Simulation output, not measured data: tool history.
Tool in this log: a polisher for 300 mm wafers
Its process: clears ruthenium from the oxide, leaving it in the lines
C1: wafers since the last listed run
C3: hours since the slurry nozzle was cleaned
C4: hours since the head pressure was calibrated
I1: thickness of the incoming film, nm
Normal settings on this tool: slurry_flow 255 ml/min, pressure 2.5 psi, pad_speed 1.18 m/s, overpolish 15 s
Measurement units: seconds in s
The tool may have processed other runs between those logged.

{"run": 1, "hour": 0.0, "slurry_flow": 310, "pressure": 2.5, "pad_speed": 1.18, "overpolish": 15, "C1": 0, "wafers polished on this pad": 3693, "C3": 431.1, "C4": 82.7, "I1": 196.4, "seconds": 122.2}
{"run": 2, "hour": 83.1, "slurry_flow": 310, "pressure": 2.5, "pad_speed": 1.18, "overpolish": 15, "C1": 692, "wafers polished on this pad": 4385, "C3": 514.2, "C4": 165.8, "I1": 199.8, "seconds": 128.9}
{"run": 3, "hour": 144.9, "slurry_flow": 310, "pressure": 2.5, "pad_speed": 1.18, "overpolish": 15, "C1": 514, "wafers polished on this pad": 4900, "C3": 576.0, "C4": 227.6, "I1": 200.1, "seconds": 136.7}
{"hour": 165.2, "done": "slurry nozzle cleaned"}
{"hour": 190.6, "done": "worn pad replaced by a new one"}
{"run": 4, "hour": 216.4, "slurry_flow": 255, "pressure": 2.5, "pad_speed": 1.18, "overpolish": 15, "C1": 553, "wafers polished on this pad": 214, "C3": 51.2, "C4": 299.1, "I1": 197.3, "seconds": 118.7}
{"run": 5, "hour": 316.7, "slurry_flow": 255, "pressure": 2.5, "pad_speed": 1.18, "overpolish": 15, "C1": 835, "wafers polished on this pad": 1050, "C3": 151.5, "C4": 399.4, "I1": 200.7, "seconds": 118.7}
{"run": 6, "hour": 417.8, "slurry_flow": 255, "pressure": 2.5, "pad_speed": 1.18, "overpolish": 15, "C1": 842, "wafers polished on this pad": 1892, "C3": 252.6, "C4": 500.5, "I1": 202.6, "seconds": 123.5}
{"run": 7, "hour": 469.4, "slurry_flow": 255, "pressure": 2.5, "pad_speed": 1.18, "overpolish": 15, "C1": 429, "wafers polished on this pad": 2321, "C3": 304.2, "C4": 552.1, "I1": 201.1, "seconds": 128.7}
{"hour": 471.7, "done": "head pressure recalibrated"}
{"run": 8, "hour": 505.9, "slurry_flow": 255, "pressure": 2.5, "pad_speed": 1.18, "overpolish": 15, "C1": 287, "wafers polished on this pad": 2609, "C3": 340.7, "C4": 34.2, "I1": 200.9, "seconds": 126.9}
{"run": 9, "hour": 557.4, "slurry_flow": 255, "pressure": 2.5, "pad_speed": 1.18, "overpolish": 15, "C1": 428, "wafers polished on this pad": 3038, "C3": 392.2, "C4": 85.7, "I1": 195.8, "seconds": 125.9}
{"run": 10, "hour": 662.5, "slurry_flow": 320, "pressure": 2.5, "pad_speed": 1.18, "overpolish": 15, "C1": 875, "wafers polished on this pad": 3913, "C3": 497.3, "C4": 190.8, "I1": 196.7, "seconds": 127.8}
{"hour": 731.6, "done": "slurry nozzle cleaned"}
{"run": 11, "hour": 761.8, "slurry_flow": 320, "pressure": 2.5, "pad_speed": 1.18, "overpolish": 15, "C1": 818, "wafers polished on this pad": 4732, "C3": 30.2, "C4": 290.1, "I1": 198.2, "seconds": 132.1}
{"hour": 772.7, "done": "worn pad replaced by a new one"}
{"run": 12, "hour": 856.6, "slurry_flow": 255, "pressure": 2.5, "pad_speed": 1.18, "overpolish": 15, "C1": 756, "wafers polished on this pad": 698, "C3": 125.0, "C4": 384.9, "I1": 202.7, "seconds": 115.4}
{"run": 13, "hour": 945.2, "slurry_flow": 255, "pressure": 2.5, "pad_speed": 1.18, "overpolish": 15, "C1": 737, "wafers polished on this pad": 1436, "C3": 213.6, "C4": 473.5, "I1": 201.6, "seconds": 123.3}
{"run": 14, "hour": 994.3, "slurry_flow": 255, "pressure": 2.5, "pad_speed": 1.18, "overpolish": 18, "C1": 408, "wafers polished on this pad": 1845, "C3": 262.7, "C4": 522.6, "I1": 203.3, "seconds": 121.0}
{"run": 15, "hour": 1091.6, "slurry_flow": 255, "pressure": 2.5, "pad_speed": 1.18, "overpolish": 15, "C1": 810, "wafers polished on this pad": 2656, "C3": 360.0, "C4": 619.9, "I1": 200.2, "seconds": 124.8}
{"hour": 1139.8, "done": "head pressure recalibrated"}
{"run": 16, "hour": 1178.2, "slurry_flow": 255, "pressure": 2.5, "pad_speed": 1.18, "overpolish": 15, "C1": 704, "wafers polished on this pad": 3360, "C3": 446.6, "C4": 38.4, "I1": 203.5, "seconds": 130.1}
{"run": 17, "hour": 1273.0, "slurry_flow": 255, "pressure": 2.5, "pad_speed": 1.18, "overpolish": 15, "C1": 789, "wafers polished on this pad": 4150, "C3": 541.4, "C4": 133.2, "I1": 198.8, "seconds": 130.1}
{"run": 18, "hour": 1345.1, "slurry_flow": 290, "pressure": 2.5, "pad_speed": 1.18, "overpolish": 15, "C1": 600, "wafers polished on this pad": 4750, "C3": 613.5, "C4": 205.3, "I1": 200.5, "seconds": 133.6}
{"hour": 1402.2, "done": "slurry nozzle cleaned"}
{"hour": 1403.4, "done": "worn pad replaced by a new one"}
{"run": 19, "hour": 1404.7, "slurry_flow": 255, "pressure": 2.5, "pad_speed": 0.94, "overpolish": 23, "C1": 478, "wafers polished on this pad": 10, "C3": 2.5, "C4": 264.9, "I1": 202.2, "seconds": 155.1}
{"run": 20, "hour": 1491.5, "slurry_flow": 210, "pressure": 3.0, "pad_speed": 1.18, "overpolish": 21, "C1": 722, "wafers polished on this pad": 733, "C3": 89.3, "C4": 351.7, "I1": 202.9, "seconds": 104.1}
{"run": 21, "hour": 1532.8, "slurry_flow": 185, "pressure": 3.2, "pad_speed": 0.98, "overpolish": 7, "C1": 343, "wafers polished on this pad": 1077, "C3": 130.6, "C4": 393.0, "I1": 201.3, "seconds": 118.2}
{"run": 22, "hour": 1631.6, "slurry_flow": 255, "pressure": 2.5, "pad_speed": 1.18, "overpolish": 22, "C1": 822, "wafers polished on this pad": 1900, "C3": 229.4, "C4": 491.8, "I1": 203.5, "seconds": 123.3}
{"run": 23, "hour": 1722.4, "slurry_flow": 170, "pressure": 2.7, "pad_speed": 1.34, "overpolish": 15, "C1": 756, "wafers polished on this pad": 2656, "C3": 320.2, "C4": 582.6, "I1": 196.9, "seconds": 105.6}
{"run": 24, "hour": 1796.7, "slurry_flow": 255, "pressure": 2.5, "pad_speed": 1.18, "overpolish": 15, "C1": 618, "wafers polished on this pad": 3275, "C3": 394.5, "C4": 656.9, "I1": 202.4, "seconds": 131.8}
{"hour": 1810.1, "done": "head pressure recalibrated"}
{"run": 25, "hour": 1900.7, "slurry_flow": 255, "pressure": 2.5, "pad_speed": 1.18, "overpolish": 15, "C1": 849, "wafers polished on this pad": 4125, "C3": 498.5, "C4": 90.6, "I1": 199.1, "seconds": 130.3}
{"hour": 1925.6, "done": "slurry nozzle cleaned"}
{"run": 26, "hour": 1974.0, "slurry_flow": 255, "pressure": 2.0, "pad_speed": 1.18, "overpolish": 15, "C1": 602, "wafers polished on this pad": 4727, "C3": 48.4, "C4": 163.9, "I1": 200.5, "seconds": 170.4}
{"hour": 2041.1, "done": "worn pad replaced by a new one"}
{"run": 27, "hour": 2066.6, "slurry_flow": 255, "pressure": 2.5, "pad_speed": 1.18, "overpolish": 15, "C1": 737, "wafers polished on this pad": 211, "C3": 141.0, "C4": 256.5, "I1": 198.8, "seconds": 119.0}
{"run": 28, "hour": 2158.0, "slurry_flow": 255, "pressure": 2.5, "pad_speed": 1.18, "overpolish": 24, "C1": 761, "wafers polished on this pad": 973, "C3": 232.4, "C4": 347.9, "I1": 198.9, "seconds": 120.1}
{"run": 29, "hour": 2255.9, "slurry_flow": 230, "pressure": 2.2, "pad_speed": 1.32, "overpolish": 15, "C1": 815, "wafers polished on this pad": 1788, "C3": 330.3, "C4": 445.8, "I1": 202.7, "seconds": 119.9}
{"run": 30, "hour": 2349.7, "slurry_flow": 215, "pressure": 3.3, "pad_speed": 1.18, "overpolish": 17, "C1": 781, "wafers polished on this pad": 2569, "C3": 424.1, "C4": 539.6, "I1": 200.1, "seconds": 98.6}
{"run": 31, "hour": 2413.1, "slurry_flow": 255, "pressure": 2.5, "pad_speed": 1.18, "overpolish": 15, "C1": 528, "wafers polished on this pad": 3097, "C3": 487.5, "C4": 603.0, "I1": 203.1, "seconds": 126.7}
{"hour": 2455.3, "done": "head pressure recalibrated"}
{"run": 32, "hour": 2501.7, "slurry_flow": 255, "pressure": 3.3, "pad_speed": 1.18, "overpolish": 15, "C1": 721, "wafers polished on this pad": 3819, "C3": 576.1, "C4": 46.4, "I1": 195.7, "seconds": 96.5}
{"hour": 2524.3, "done": "slurry nozzle cleaned"}
{"run": 33, "hour": 2589.0, "slurry_flow": 230, "pressure": 2.5, "pad_speed": 1.54, "overpolish": 15, "C1": 718, "wafers polished on this pad": 4537, "C3": 64.7, "C4": 133.7, "I1": 197.3, "seconds": 100.3}
{"hour": 2607.7, "done": "worn pad replaced by a new one"}
{"run": 34, "hour": 2695.7, "slurry_flow": 255, "pressure": 1.8, "pad_speed": 1.18, "overpolish": 12, "C1": 855, "wafers polished on this pad": 732, "C3": 171.4, "C4": 240.4, "I1": 199.9, "seconds": 159.9}
{"run": 35, "hour": 2798.6, "slurry_flow": 255, "pressure": 1.7, "pad_speed": 0.96, "overpolish": 15, "C1": 857, "wafers polished on this pad": 1589, "C3": 274.3, "C4": 343.3, "I1": 197.3, "seconds": 207.4}
{"run": 36, "hour": 2872.6, "slurry_flow": 300, "pressure": 2.0, "pad_speed": 0.86, "overpolish": 21, "C1": 616, "wafers polished on this pad": 2206, "C3": 348.3, "C4": 417.3, "I1": 198.7, "seconds": 196.6}
{"run": 37, "hour": 2950.7, "slurry_flow": 255, "pressure": 3.1, "pad_speed": 1.18, "overpolish": 12, "C1": 650, "wafers polished on this pad": 2856, "C3": 426.4, "C4": 495.4, "I1": 198.6, "seconds": 99.7}

Run-by-run hidden state of the tool:
slurry flow missing at the pad, %: 0 in every run
deviation of the head's pressure from its setpoint, %: 0 in every run
H1: removal rate lost through wear of the pad, %
run=1 H1=8.4
run=2 H1=11.2
run=3 H1=13.6
run=4 H1=1.75
run=5 H1=2.28
run=6 H1=3.51
run=7 H1=4.41
run=8 H1=5.15
run=9 H1=6.36
run=10 H1=9.4
run=11 H1=13
run=12 H1=0.804
run=13 H1=1.59
run=14 H1=2.25
run=15 H1=4.07
run=16 H1=6.23
run=17 H1=9.19
run=18 H1=11.9
run=19 H1=1.67
run=20 H1=1.93
run=21 H1=2.24
run=22 H1=3.46
run=23 H1=5.17
run=24 H1=7
run=25 H1=10.2
run=26 H1=12.9
run=27 H1=0.0889
run=28 H1=0.537
run=29 H1=1.66
run=30 H1=3.35
run=31 H1=4.83
run=32 H1=7.38
run=33 H1=10.4
run=34 H1=0.529
run=35 H1=1.52
run=36 H1=2.68
run=37 H1=4.32

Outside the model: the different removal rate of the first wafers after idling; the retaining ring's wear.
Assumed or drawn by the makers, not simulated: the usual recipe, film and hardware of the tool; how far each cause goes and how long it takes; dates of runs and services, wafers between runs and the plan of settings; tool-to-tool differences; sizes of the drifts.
